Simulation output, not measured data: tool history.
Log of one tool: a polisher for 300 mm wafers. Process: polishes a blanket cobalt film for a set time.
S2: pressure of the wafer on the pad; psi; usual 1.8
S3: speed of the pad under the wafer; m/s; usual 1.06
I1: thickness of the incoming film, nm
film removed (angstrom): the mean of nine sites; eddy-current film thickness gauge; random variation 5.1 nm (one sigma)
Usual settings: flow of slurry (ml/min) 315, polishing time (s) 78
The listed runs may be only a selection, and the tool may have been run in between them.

{"run": 1, "hour": 0.0, "flow of slurry (ml/min)": 315, "S2": 1.8, "S3": 1.06, "polishing time (s)": 78, "I1": 1045.8, "film removed (angstrom)": 3818}
{"run": 2, "hour": 86.1, "flow of slurry (ml/min)": 315, "S2": 1.4, "S3": 1.06, "polishing time (s)": 97, "I1": 1041.7, "film removed (angstrom)": 3586}
{"run": 3, "hour": 167.9, "flow of slurry (ml/min)": 315, "S2": 1.4, "S3": 1.06, "polishing time (s)": 78, "I1": 1039.5, "film removed (angstrom)": 2766}
{"hour": 260.2, "done": "slurry nozzle cleaned"}
{"run": 4, "hour": 270.9, "flow of slurry (ml/min)": 315, "S2": 1.4, "S3": 1.06, "polishing time (s)": 78, "I1": 1039.8, "film removed (angstrom)": 2691}
{"run": 5, "hour": 335.1, "flow of slurry (ml/min)": 315, "S2": 1.8, "S3": 1.06, "polishing time (s)": 78, "I1": 1022.1, "film removed (angstrom)": 3354}
{"hour": 353.0, "done": "worn pad replaced by a new one"}
{"run": 6, "hour": 411.7, "flow of slurry (ml/min)": 315, "S2": 1.8, "S3": 1.06, "polishing time (s)": 78, "I1": 1049.5, "film removed (angstrom)": 3850}
{"run": 7, "hour": 496.7, "flow of slurry (ml/min)": 240, "S2": 1.8, "S3": 1.06, "polishing time (s)": 78, "I1": 1041.7, "film removed (angstrom)": 3739}
{"run": 8, "hour": 569.7, "flow of slurry (ml/min)": 240, "S2": 1.8, "S3": 1.06, "polishing time (s)": 78, "I1": 1023.1, "film removed (angstrom)": 3763}
{"run": 9, "hour": 607.8, "flow of slurry (ml/min)": 240, "S2": 1.8, "S3": 1.06, "polishing time (s)": 78, "I1": 1051.3, "film removed (angstrom)": 3714}
{"hour": 651.1, "done": "head pressure recalibrated"}
{"run": 10, "hour": 674.9, "flow of slurry (ml/min)": 315, "S2": 1.8, "S3": 1.06, "polishing time (s)": 78, "I1": 1050.8, "film removed (angstrom)": 4085}
{"run": 11, "hour": 715.6, "flow of slurry (ml/min)": 315, "S2": 1.8, "S3": 1.06, "polishing time (s)": 78, "I1": 1037.3, "film removed (angstrom)": 4039}
{"run": 12, "hour": 788.9, "flow of slurry (ml/min)": 315, "S2": 1.8, "S3": 1.06, "polishing time (s)": 78, "I1": 1055.9, "film removed (angstrom)": 3934}
{"run": 13, "hour": 856.6, "flow of slurry (ml/min)": 315, "S2": 1.8, "S3": 1.06, "polishing time (s)": 78, "I1": 1032.5, "film removed (angstrom)": 3792}
{"hour": 916.2, "done": "worn pad replaced by a new one"}
{"run": 14, "hour": 917.8, "flow of slurry (ml/min)": 315, "S2": 1.8, "S3": 1.06, "polishing time (s)": 78, "I1": 1030.2, "film removed (angstrom)": 4081}
{"run": 15, "hour": 1014.3, "flow of slurry (ml/min)": 315, "S2": 1.8, "S3": 1.06, "polishing time (s)": 78, "I1": 1044.2, "film removed (angstrom)": 3969}
{"hour": 1065.3, "done": "slurry nozzle cleaned"}
{"run": 16, "hour": 1102.9, "flow of slurry (ml/min)": 315, "S2": 1.8, "S3": 1.06, "polishing time (s)": 78, "I1": 1043.6, "film removed (angstrom)": 3937}
{"run": 17, "hour": 1210.8, "flow of slurry (ml/min)": 315, "S2": 1.8, "S3": 1.06, "polishing time (s)": 78, "I1": 1040.2, "film removed (angstrom)": 3893}
{"run": 18, "hour": 1278.7, "flow of slurry (ml/min)": 315, "S2": 1.8, "S3": 1.06, "polishing time (s)": 78, "I1": 1044.8, "film removed (angstrom)": 3727}
{"run": 19, "hour": 1321.9, "flow of slurry (ml/min)": 260, "S2": 1.8, "S3": 1.06, "polishing time (s)": 78, "I1": 1035.9, "film removed (angstrom)": 3639}
{"run": 20, "hour": 1401.7, "flow of slurry (ml/min)": 285, "S2": 1.8, "S3": 1.06, "polishing time (s)": 71, "I1": 1045.9, "film removed (angstrom)": 3278}
{"hour": 1460.1, "done": "worn pad replaced by a new one"}
{"run": 21, "hour": 1507.1, "flow of slurry (ml/min)": 370, "S2": 1.8, "S3": 1.06, "polishing time (s)": 78, "I1": 1056.9, "film removed (angstrom)": 3899}
{"run": 22, "hour": 1579.8, "flow of slurry (ml/min)": 315, "S2": 1.8, "S3": 1.36, "polishing time (s)": 78, "I1": 1049.8, "film removed (angstrom)": 4819}
{"hour": 1633.2, "done": "head pressure recalibrated"}
{"run": 23, "hour": 1649.7, "flow of slurry (ml/min)": 315, "S2": 2.4, "S3": 1.06, "polishing time (s)": 78, "I1": 1038.1, "film removed (angstrom)": 5380}
{"run": 24, "hour": 1710.8, "flow of slurry (ml/min)": 245, "S2": 1.6, "S3": 1.4, "polishing time (s)": 78, "I1": 1036.4, "film removed (angstrom)": 4623}
{"run": 25, "hour": 1786.9, "flow of slurry (ml/min)": 315, "S2": 1.8, "S3": 1.06, "polishing time (s)": 78, "I1": 1045.3, "film removed (angstrom)": 3953}
{"hour": 1849.9, "done": "slurry nozzle cleaned"}
{"run": 26, "hour": 1877.6, "flow of slurry (ml/min)": 240, "S2": 1.8, "S3": 1.3, "polishing time (s)": 78, "I1": 1019.9, "film removed (angstrom)": 4456}
{"run": 27, "hour": 1918.2, "flow of slurry (ml/min)": 225, "S2": 2.2, "S3": 1.06, "polishing time (s)": 78, "I1": 1024.4, "film removed (angstrom)": 4421}
{"hour": 1941.5, "done": "worn pad replaced by a new one"}
{"run": 28, "hour": 1984.0, "flow of slurry (ml/min)": 230, "S2": 1.8, "S3": 1.06, "polishing time (s)": 70, "I1": 1036.8, "film removed (angstrom)": 3566}
{"run": 29, "hour": 2085.5, "flow of slurry (ml/min)": 315, "S2": 2.3, "S3": 0.88, "polishing time (s)": 62, "I1": 1036.5, "film removed (angstrom)": 3375}
{"run": 30, "hour": 2139.8, "flow of slurry (ml/min)": 215, "S2": 1.5, "S3": 1.06, "polishing time (s)": 78, "I1": 1044.5, "film removed (angstrom)": 3271}
{"run": 31, "hour": 2216.9, "flow of slurry (ml/min)": 315, "S2": 1.8, "S3": 0.72, "polishing time (s)": 66, "I1": 1053.3, "film removed (angstrom)": 2357}
{"run": 32, "hour": 2274.5, "flow of slurry (ml/min)": 315, "S2": 1.8, "S3": 1.06, "polishing time (s)": 78, "I1": 1037.3, "film removed (angstrom)": 3834}
{"run": 33, "hour": 2332.6, "flow of slurry (ml/min)": 315, "S2": 1.8, "S3": 1.06, "polishing time (s)": 78, "I1": 1052.4, "film removed (angstrom)": 3736}
{"run": 34, "hour": 2401.2, "flow of slurry (ml/min)": 315, "S2": 1.8, "S3": 1.06, "polishing time (s)": 78, "I1": 1047.3, "film removed (angstrom)": 3637}
{"run": 35, "hour": 2494.1, "flow of slurry (ml/min)": 315, "S2": 1.8, "S3": 1.06, "polishing time (s)": 78, "I1": 1036.6, "film removed (angstrom)": 3411}
{"run": 36, "hour": 2571.9, "flow of slurry (ml/min)": 225, "S2": 2.2, "S3": 1.06, "polishing time (s)": 78, "I1": 1056, "film removed (angstrom)": 3975}
{"hour": 2576.3, "done": "worn pad replaced by a new one"}
{"run": 37, "hour": 2611.8, "flow of slurry (ml/min)": 215, "S2": 1.8, "S3": 0.7, "polishing time (s)": 78, "I1": 1027.6, "film removed (angstrom)": 2595}
{"run": 38, "hour": 2665.2, "flow of slurry (ml/min)": 315, "S2": 1.8, "S3": 1.06, "polishing time (s)": 78, "I1": 1055.7, "film removed (angstrom)": 3841}

3 options for the next run, each taken on its own from the tool as it stands now. Forecast them:
{"run": "A", "hour": 2665.6, "flow of slurry (ml/min)": 315, "S2": 1.8, "S3": 1.06, "polishing time (s)": 78, "I1": 1054, "film removed (angstrom)": "?"}
{"run": "B", "hour": 2665.6, "flow of slurry (ml/min)": 385, "S2": 1.5, "S3": 1.22, "polishing time (s)": 87, "I1": 1054, "film removed (angstrom)": "?"}
{"run": "C", "hour": 2665.6, "flow of slurry (ml/min)": 345, "S2": 1.4, "S3": 1.06, "polishing time (s)": 78, "I1": 1054, "film removed (angstrom)": "?"}

run=A film_removed_(angstrom)=3897
run=B film_removed_(angstrom)=4137
run=C film_removed_(angstrom)=3046
Without the tool's hidden state the same runs would have given:
run=A film_removed_(angstrom)=4323
run=B film_removed_(angstrom)=4589
run=C film_removed_(angstrom)=3378
